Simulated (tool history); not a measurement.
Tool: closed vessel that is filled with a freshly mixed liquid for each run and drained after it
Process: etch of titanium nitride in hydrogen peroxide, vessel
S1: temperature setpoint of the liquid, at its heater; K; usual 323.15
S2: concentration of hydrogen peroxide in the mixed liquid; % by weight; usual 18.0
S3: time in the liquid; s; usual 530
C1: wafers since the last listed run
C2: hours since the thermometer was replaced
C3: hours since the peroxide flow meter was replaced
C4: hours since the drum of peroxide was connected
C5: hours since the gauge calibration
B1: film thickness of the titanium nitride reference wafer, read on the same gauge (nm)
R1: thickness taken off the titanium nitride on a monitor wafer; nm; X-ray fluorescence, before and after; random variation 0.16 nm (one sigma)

Run 1, hour 0.0: usual settings; C1 0; C2 1399.4; C3 469.8; C4 97.3; C5 1490.4; B1 30.01. Result: R1 33.38 nm.
Run 2, hour 58.2: usual settings but S3 325 s; C1 5079; C2 1457.6; C3 528.0; C4 155.5; C5 1548.6; B1 29.99. Result: R1 20.33 nm.
Run 3, hour 148.2: usual settings but S2 15.5 % by weight; C1 7855; C2 1547.6; C3 618.0; C4 245.5; C5 1638.6; B1 30.00. Result: R1 32.05 nm.
Run 4, hour 201.5: usual settings but S2 15.5 % by weight; C1 4652; C2 1600.9; C3 671.3; C4 298.8; C5 1691.9; B1 29.99. Result: R1 32.29 nm.
Run 5, hour 307.4: usual settings but S2 15.5 % by weight; C1 9243; C2 1706.8; C3 777.2; C4 404.7; C5 1797.8; B1 30.02. Result: R1 32.15 nm.
Run 6, hour 348.5: usual settings; C1 3587; C2 1747.9; C3 818.3; C4 445.8; C5 1838.9; B1 29.97. Result: R1 33.17 nm.
Run 7, hour 457.6: usual settings; C1 9522; C2 1857.0; C3 927.4; C4 554.9; C5 1948.0; B1 30.00. Result: R1 32.92 nm.
Run 8, hour 540.9: usual settings but S1 319.15 K, S3 435 s; C1 7270; C2 1940.3; C3 1010.7; C4 638.2; C5 2031.3; B1 30.00. Result: R1 20.24 nm.
Run 9, hour 596.6: usual settings but S1 319.15 K, S3 435 s; C1 4861; C2 1996.0; C3 1066.4; C4 693.9; C5 2087.0; B1 29.97. Result: R1 20.35 nm.
Run 10, hour 687.7: usual settings but S1 319.15 K, S3 435 s; C1 7951; C2 2087.1; C3 1157.5; C4 785.0; C5 2178.1; B1 29.97. Result: R1 20.28 nm.
Run 11, hour 763.6: usual settings; C1 6624; C2 2163.0; C3 1233.4; C4 860.9; C5 2254.0; B1 30.02. Result: R1 32.99 nm.
Run 12, hour 850.3: usual settings; C1 7567; C2 2249.7; C3 1320.1; C4 947.6; C5 2340.7; B1 30.00. Result: R1 33.06 nm.
At hour 884.7: gauge calibrated.
At hour 915.6: new drum of peroxide connected.
Run 13, hour 954.2: usual settings; C1 8981; C2 2353.6; C3 1424.0; C4 38.6; C5 69.5; B1 29.99. Result: R1 33.91 nm.
Run 14, hour 1004.5: usual settings but S1 329.15 K; C1 4390; C2 2403.9; C3 1474.3; C4 88.9; C5 119.8; B1 29.97. Result: R1 51.29 nm.
Run 15, hour 1075.0: usual settings but S1 319.15 K, S3 435 s; C1 6153; C2 2474.4; C3 1544.8; C4 159.4; C5 190.3; B1 30.02. Result: R1 20.50 nm.
Run 16, hour 1123.4: usual settings but S3 645 s; C1 4224; C2 2522.8; C3 1593.2; C4 207.8; C5 238.7; B1 29.99. Result: R1 41.01 nm.
At hour 1144.1: peroxide flow meter replaced.
Run 17, hour 1213.7: usual settings but S1 325.65 K, S2 22.0 % by weight, S3 235 s; C1 7794; C2 2613.1; C3 69.6; C4 298.1; C5 329.0; B1 30.01. Result: R1 18.67 nm.
Run 18, hour 1303.5: usual settings but S1 316.15 K, S2 14.5 % by weight; C1 7837; C2 2702.9; C3 159.4; C4 387.9; C5 418.8; B1 30.04. Result: R1 18.97 nm.
Run 19, hour 1346.5: usual settings but S1 317.65 K, S2 19.5 % by weight; C1 3753; C2 2745.9; C3 202.4; C4 430.9; C5 461.8; B1 29.99. Result: R1 22.71 nm.
At hour 1384.2: thermometer replaced.
Run 20, hour 1384.7: usual settings; C1 3246; C2 0.5; C3 240.6; C4 469.1; C5 500.0; B1 29.98. Result: R1 32.17 nm.
Run 21, hour 1446.9: usual settings but S2 13.0 % by weight; C1 5428; C2 62.7; C3 302.8; C4 531.3; C5 562.2; B1 30.03. Result: R1 30.48 nm.
Run 22, hour 1502.4: usual settings but S1 333.15 K, S2 22.0 % by weight, S3 300 s; C1 4844; C2 118.2; C3 358.3; C4 586.8; C5 617.7; B1 30.02. Result: R1 38.60 nm.
Run 23, hour 1541.8: usual settings; C1 3438; C2 157.6; C3 397.7; C4 626.2; C5 657.1; B1 30.00. Result: R1 32.40 nm.
Run 24, hour 1603.1: usual settings but S2 13.5 % by weight, S3 435 s; C1 5350; C2 218.9; C3 459.0; C4 687.5; C5 718.4; B1 29.97. Result: R1 25.17 nm.
Run 25, hour 1703.1: usual settings but S1 319.15 K, S2 20.0 % by weight; C1 8728; C2 318.9; C3 559.0; C4 787.5; C5 818.4; B1 30.01. Result: R1 24.84 nm.
Run 26, hour 1796.8: usual settings but S1 331.15 K, S3 220 s; C1 8178; C2 412.6; C3 652.7; C4 881.2; C5 912.1; B1 29.99. Result: R1 23.60 nm.
At hour 1916.4: new drum of peroxide connected.
Run 27, hour 1936.6: usual settings but S1 332.15 K; C1 12114; C2 552.4; C3 792.5; C4 20.2; C5 1051.9; B1 29.99. Result: R1 61.73 nm.
Run 28, hour 2040.9: usual settings but S2 16.0 % by weight, S3 795 s; C1 9103; C2 656.7; C3 896.8; C4 124.5; C5 1156.2; B1 30.03. Result: R1 47.81 nm.
Run 29, hour 2125.0: usual settings but S1 315.65 K, S2 19.5 % by weight, S3 290 s; C1 7340; C2 740.8; C3 980.9; C4 208.6; C5 1240.3; B1 30.03. Result: R1 10.52 nm.
Run 30, hour 2176.1: usual settings; C1 4460; C2 791.9; C3 1032.0; C4 259.7; C5 1291.4; B1 29.98. Result: R1 32.77 nm.

The tool's hidden state at each run:
peroxide flow above the setpoint (%): 0 in every run
gauge reads high (%): 0 in every run
H1: liquid hotter than its thermometer reads (K)
H2: peroxide weaker than its label (%)
run      H1    H2
  1   0.253  1.39
  2   0.261  1.84
  3   0.272  2.54
  4   0.279  2.95
  5   0.293  3.77
  6   0.298  4.08
  7   0.313  4.93
  8   0.324  5.57
  9   0.331     6
 10   0.343   6.7
 11   0.353  7.29
 12   0.364  7.96
 13   0.378  1.02
 14   0.384  1.41
 15   0.393  1.96
 16     0.4  2.33
 17   0.411  3.03
 18   0.423  3.72
 19   0.429  4.05
 20   0.043  4.35
 21  0.0511  4.83
 22  0.0584  5.26
 23  0.0635  5.56
 24  0.0715  6.04
 25  0.0846  6.81
 26  0.0968  7.53
 27   0.115  1.79
 28   0.129  2.59
 29    0.14  3.24
 30   0.146  3.64

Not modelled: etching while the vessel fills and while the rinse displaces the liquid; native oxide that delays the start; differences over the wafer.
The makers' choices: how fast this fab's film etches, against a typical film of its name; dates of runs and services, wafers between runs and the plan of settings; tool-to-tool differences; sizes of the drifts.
